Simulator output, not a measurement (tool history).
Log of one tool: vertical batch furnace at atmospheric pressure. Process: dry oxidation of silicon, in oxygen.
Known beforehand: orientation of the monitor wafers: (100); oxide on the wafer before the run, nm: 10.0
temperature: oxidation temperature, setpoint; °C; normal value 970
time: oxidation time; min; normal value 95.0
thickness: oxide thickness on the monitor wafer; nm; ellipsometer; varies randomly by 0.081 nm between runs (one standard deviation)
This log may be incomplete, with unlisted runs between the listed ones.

run    hour  temperature   time  wafers since the last listed run  hours since the last temperature calibration  hours since the boat lift was adjusted  hours since the gauge calibration  read-back reference wafer on the same gauge, thickness  thickness
  1     0.0          970   85.0                                 0                                        4315.0                                  2944.7                              457.8                                                   43.70      44.60
  2    12.3          981   95.0                               187                                        4327.3                                  2957.0                              470.1                                                   43.73      52.21
  3    27.8          981   95.0                               236                                        4342.8                                  2972.5                              485.6                                                   43.67      52.11
      126.9  -- gauge calibrated
  4   132.2          981   95.0                              1593                                        4447.2                                  3076.9                                5.3                                                   43.69      52.14
  5   147.2          970   95.0                               228                                        4462.2                                  3091.9                               20.3                                                   43.71      48.07
  6   171.3          970   95.0                               367                                        4486.3                                  3116.0                               44.4                                                   43.71      48.15
  7   201.8          970   95.0                               465                                        4516.8                                  3146.5                               74.9                                                   43.70      48.33
  8   233.2          970   95.0                               479                                        4548.2                                  3177.9                              106.3                                                   43.70      48.09
  9   283.8          970   95.0                               772                                        4598.8                                  3228.5                              156.9                                                   43.71      48.25
 10   300.4          970   95.0                               253                                        4615.4                                  3245.1                              173.5                                                   43.69      48.25
 11   318.4          970   64.0                               274                                        4633.4                                  3263.1                              191.5                                                   43.71      37.58
 12   346.1          970   64.0                               422                                        4661.1                                  3290.8                              219.2                                                   43.70      37.62
 13   363.4          970  127.5                               264                                        4678.4                                  3308.1                              236.5                                                   43.69      58.60
      395.7  -- boat lift adjusted
 14   396.2          970  127.5                               134                                        4711.2                                     0.5                              269.3                                                   43.71      58.83
 15   418.0          970   95.0                               332                                        4733.0                                    22.3                              291.1                                                   43.70      48.43
      467.3  -- thermocouples replaced and temperature profile calibrated
 16   467.8          970   95.0                               393                                           0.5                                    72.1                              340.9                                                   43.70      46.49
 17   478.3          950   95.0                               160                                          11.0                                    82.6                              351.4                                                   43.72      39.75
 18   495.9          990  126.0                               268                                          28.6                                   100.2                              369.0                                                   43.70      65.18
 19   521.9          957  135.0                               396                                          54.6                                   126.2                              395.0                                                   43.71      53.22
 20   556.6          987   75.5                               529                                          89.3                                   160.9                              429.7                                                   43.70      45.38
 21   585.1          994  110.5                               434                                         117.8                                   189.4                              458.2                                                   43.68      62.11
 22   619.9          958  124.0                               531                                         152.6                                   224.2                              493.0                                                   43.72      50.79
 23   640.3          970   95.0                               311                                         173.0                                   244.6                              513.4                                                   43.70      46.37
 24   657.8          970   95.0                               267                                         190.5                                   262.1                              530.9                                                   43.70      46.54
      694.7  -- gauge calibrated
 25   705.2          970  115.0                               723                                         237.9                                   309.5                               10.5                                                   43.70      52.80
 26   728.8          954   56.0                               360                                         261.5                                   333.1                               34.1                                                   43.68      29.95
 27   758.2          970   95.0                               448                                         290.9                                   362.5                               63.5                                                   43.70      46.58
 28   770.5          970   95.0                               187                                         303.2                                   374.8                               75.8                                                   43.70      46.56
 29   797.7          983   95.0                               415                                         330.4                                   402.0                              103.0                                                   43.70      50.85
 30   828.4          946  124.0                               468                                         361.1                                   432.7                              133.7                                                   43.71      45.58
 31   869.2          946   95.0                               622                                         401.9                                   473.5                              174.5                                                   43.68      38.34
 32   888.3          970   57.5                               291                                         421.0                                   492.6                              193.6                                                   43.70      34.12
 33   911.7          984  108.5                               357                                         444.4                                   516.0                              217.0                                                   43.72      56.12
 34   927.3          960   95.0                               238                                         460.0                                   531.6                              232.6                                                   43.67      43.29
 35   956.7          994  110.5                               448                                         489.4                                   561.0                              262.0                                                   43.71      61.88
 36   982.9          952  113.5                               399                                         515.6                                   587.2                              288.2                                                   43.71      45.68
 37   996.6          950   63.0                               209                                         529.3                                   600.9                              301.9                                                   43.69      31.07
 38  1022.4          970   95.0                               393                                         555.1                                   626.7                              327.7                                                   43.71      46.34
 39  1052.0          949  139.5                               451                                         584.7                                   656.3                              357.3                                                   43.68      50.83

Below are 4 alternative next runs, each starting from the tool's condition after run 39. Predict each:
  A  1056.5          992   95.0                                68                                         589.2                                   660.8                              361.8                                                       ?          ?
  B  1056.5          994   95.0                                68                                         589.2                                   660.8                              361.8                                                       ?          ?
  C  1056.5          986   95.0                                68                                         589.2                                   660.8                              361.8                                                       ?          ?
  D  1056.5          946  133.0                                68                                         589.2                                   660.8                              361.8                                                       ?          ?

run  read-back reference wafer on the same gauge, thickness  thickness
  A                                                   43.70      55.02
  B                                                   43.70      56.04
  C                                                   43.70      52.21
  D                                                   43.70      47.86
With the hidden condition removed and each run's random variation left untouched, the same runs would have given:
run  thickness
  A      54.73
  B      55.73
  C      51.96
  D      47.60
